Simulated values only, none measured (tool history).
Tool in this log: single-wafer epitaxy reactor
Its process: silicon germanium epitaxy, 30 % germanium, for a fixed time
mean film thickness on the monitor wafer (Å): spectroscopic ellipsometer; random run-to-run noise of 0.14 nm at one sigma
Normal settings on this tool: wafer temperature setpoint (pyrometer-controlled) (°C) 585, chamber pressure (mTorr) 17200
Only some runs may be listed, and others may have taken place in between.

run,hour,wafer temperature setpoint (pyrometer-controlled) (°C),chamber pressure (mTorr),"read-back reference wafer on the same gauge, thickness_nm",mean film thickness on the monitor wafer (Å)
1,0,585,15200,36.591,368.06
2,17.6,585,15200,36.579,369.44
3,32.4,585,17200,36.587,385.12
4,54.5,585,17200,36.606,384.39
5,82.3,585,17200,36.59,383.15
6,106.2,585,17200,36.578,382
7,134.4,585,17200,36.591,382.22
8,152,585,17200,36.591,381.03
# hour 173: pyrometer calibrated
9,173.5,585,14900,36.601,375.92
10,187.9,595,15400,36.585,456.52
11,204.3,595,15200,36.586,457.02
12,239.3,579,16100,36.607,345.31
# hour 259.3: capacitance manometer re-zeroed and calibrated
13,273.3,585,17200,36.589,405.3
# hour 311.3: showerhead replaced
14,311.8,577,14600,36.585,326.32
15,404.4,579,16000,36.638,349.01
# hour 442: gauge calibrated
16,507,581,13600,36.61,339.81
17,535.7,585,17200,36.581,397
18,562,598,18400,36.597,511.69

Consider 5 possible next runs. They are alternatives, not a sequence: every one starts from the tool as it was left by run 18. What does each give?
A,562.4,585,17200,?,?
B,562.4,593,13700,?,?
C,562.4,590,13700,?,?
D,562.4,578,19800,?,?
E,562.4,585,13900,?,?

run,"read-back reference wafer on the same gauge, thickness_nm",mean film thickness on the monitor wafer (Å)
A,36.633,395.67
B,36.633,423.06
C,36.633,400.48
D,36.633,365.12
E,36.633,367.02
The same runs, with their run-to-run variation unchanged, on a tool lacking any hidden condition would have given:
run,mean film thickness on the monitor wafer (Å)
A,409.95
B,438.2
C,414.85
D,378.4
E,380.27

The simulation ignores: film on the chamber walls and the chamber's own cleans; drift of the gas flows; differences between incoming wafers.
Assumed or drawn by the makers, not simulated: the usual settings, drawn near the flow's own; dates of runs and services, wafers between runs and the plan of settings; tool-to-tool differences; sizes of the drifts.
